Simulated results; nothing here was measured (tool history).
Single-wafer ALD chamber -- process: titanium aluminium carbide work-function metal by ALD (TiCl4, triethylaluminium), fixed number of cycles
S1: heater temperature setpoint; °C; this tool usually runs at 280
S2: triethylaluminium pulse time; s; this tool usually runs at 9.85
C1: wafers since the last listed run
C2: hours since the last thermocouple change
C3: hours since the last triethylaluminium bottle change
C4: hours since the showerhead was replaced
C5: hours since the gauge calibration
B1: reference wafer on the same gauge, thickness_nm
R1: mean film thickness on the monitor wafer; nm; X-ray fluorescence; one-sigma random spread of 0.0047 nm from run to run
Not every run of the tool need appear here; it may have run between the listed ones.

{"run": 1, "hour": 0.0, "S1": 286, "S2": 8.33, "C1": 0, "C2": 1034.9, "C3": 279.3, "C4": 7775.2, "C5": 894.7, "B1": 1.72, "R1": 1.878}
{"run": 2, "hour": 51.7, "S1": 283, "S2": 9.85, "C1": 743, "C2": 1086.6, "C3": 331.0, "C4": 7826.9, "C5": 946.4, "B1": 1.72, "R1": 1.95}
{"run": 3, "hour": 138.8, "S1": 280, "S2": 7.08, "C1": 1252, "C2": 1173.7, "C3": 418.1, "C4": 7914.0, "C5": 1033.5, "B1": 1.719, "R1": 1.697}
{"run": 4, "hour": 181.0, "S1": 280, "S2": 7.08, "C1": 606, "C2": 1215.9, "C3": 460.3, "C4": 7956.2, "C5": 1075.7, "B1": 1.72, "R1": 1.691}
{"run": 5, "hour": 242.0, "S1": 280, "S2": 9.85, "C1": 877, "C2": 1276.9, "C3": 521.3, "C4": 8017.2, "C5": 1136.7, "B1": 1.72, "R1": 1.923}
{"run": 6, "hour": 292.3, "S1": 280, "S2": 9.85, "C1": 723, "C2": 1327.2, "C3": 571.6, "C4": 8067.5, "C5": 1187.0, "B1": 1.72, "R1": 1.922}
{"run": 7, "hour": 357.5, "S1": 280, "S2": 9.85, "C1": 937, "C2": 1392.4, "C3": 636.8, "C4": 8132.7, "C5": 1252.2, "B1": 1.72, "R1": 1.929}
{"hour": 402.8, "done": "triethylaluminium bottle replaced"}
{"run": 8, "hour": 404.9, "S1": 274, "S2": 10.65, "C1": 566, "C2": 1439.8, "C3": 2.1, "C4": 8180.1, "C5": 1299.6, "B1": 1.72, "R1": 1.914}
{"run": 9, "hour": 450.5, "S1": 274, "S2": 10.65, "C1": 655, "C2": 1485.4, "C3": 47.7, "C4": 8225.7, "C5": 1345.2, "B1": 1.72, "R1": 1.904}
{"hour": 488.5, "done": "thermocouple changed; heater temperature recalibrated"}
{"hour": 520.2, "done": "showerhead replaced"}
{"run": 10, "hour": 528.8, "S1": 274, "S2": 10.65, "C1": 895, "C2": 40.3, "C3": 126.0, "C4": 8.6, "C5": 1423.5, "B1": 1.721, "R1": 1.861}
{"run": 11, "hour": 625.2, "S1": 280, "S2": 6.97, "C1": 1386, "C2": 136.7, "C3": 222.4, "C4": 105.0, "C5": 1519.9, "B1": 1.721, "R1": 1.648}
{"run": 12, "hour": 712.1, "S1": 280, "S2": 9.85, "C1": 1249, "C2": 223.6, "C3": 309.3, "C4": 191.9, "C5": 1606.8, "B1": 1.719, "R1": 1.896}
{"run": 13, "hour": 798.7, "S1": 280, "S2": 9.85, "C1": 1245, "C2": 310.2, "C3": 395.9, "C4": 278.5, "C5": 1693.4, "B1": 1.719, "R1": 1.891}
{"run": 14, "hour": 868.2, "S1": 280, "S2": 9.85, "C1": 999, "C2": 379.7, "C3": 465.4, "C4": 348.0, "C5": 1762.9, "B1": 1.72, "R1": 1.892}
{"run": 15, "hour": 958.5, "S1": 286, "S2": 11.83, "C1": 1298, "C2": 470.0, "C3": 555.7, "C4": 438.3, "C5": 1853.2, "B1": 1.72, "R1": 1.993}
{"hour": 1050.1, "done": "gauge calibrated"}
{"run": 16, "hour": 1061.7, "S1": 292, "S2": 11.15, "C1": 1483, "C2": 573.2, "C3": 658.9, "C4": 541.5, "C5": 11.6, "B1": 1.72, "R1": 2.033}
{"run": 17, "hour": 1098.1, "S1": 265, "S2": 8.82, "C1": 523, "C2": 609.6, "C3": 695.3, "C4": 577.9, "C5": 48.0, "B1": 1.72, "R1": 1.738}
{"run": 18, "hour": 1179.4, "S1": 280, "S2": 9.85, "C1": 1169, "C2": 690.9, "C3": 776.6, "C4": 659.2, "C5": 129.3, "B1": 1.72, "R1": 1.902}
{"hour": 1233.4, "done": "triethylaluminium bottle replaced"}
{"run": 19, "hour": 1363.7, "S1": 271, "S2": 7.86, "C1": 2535, "C2": 875.2, "C3": 130.3, "C4": 843.5, "C5": 313.6, "B1": 1.72, "R1": 1.724}
{"run": 20, "hour": 1403.0, "S1": 294, "S2": 8.69, "C1": 565, "C2": 914.5, "C3": 169.6, "C4": 882.8, "C5": 352.9, "B1": 1.72, "R1": 1.962}

Estimate the outcome of run 21 from the log above:
{"run": 21, "hour": 1480.1, "S1": 268, "S2": 6.61, "C1": 1108, "C2": 991.6, "C3": 246.7, "C4": 959.9, "C5": 430.0, "B1": "?", "R1": "?"}

{"run 21": {"B1": 1.721, "R1": 1.524}}
The same run, on a tool lacking any hidden state, would have yielded R1 1.504 nm.
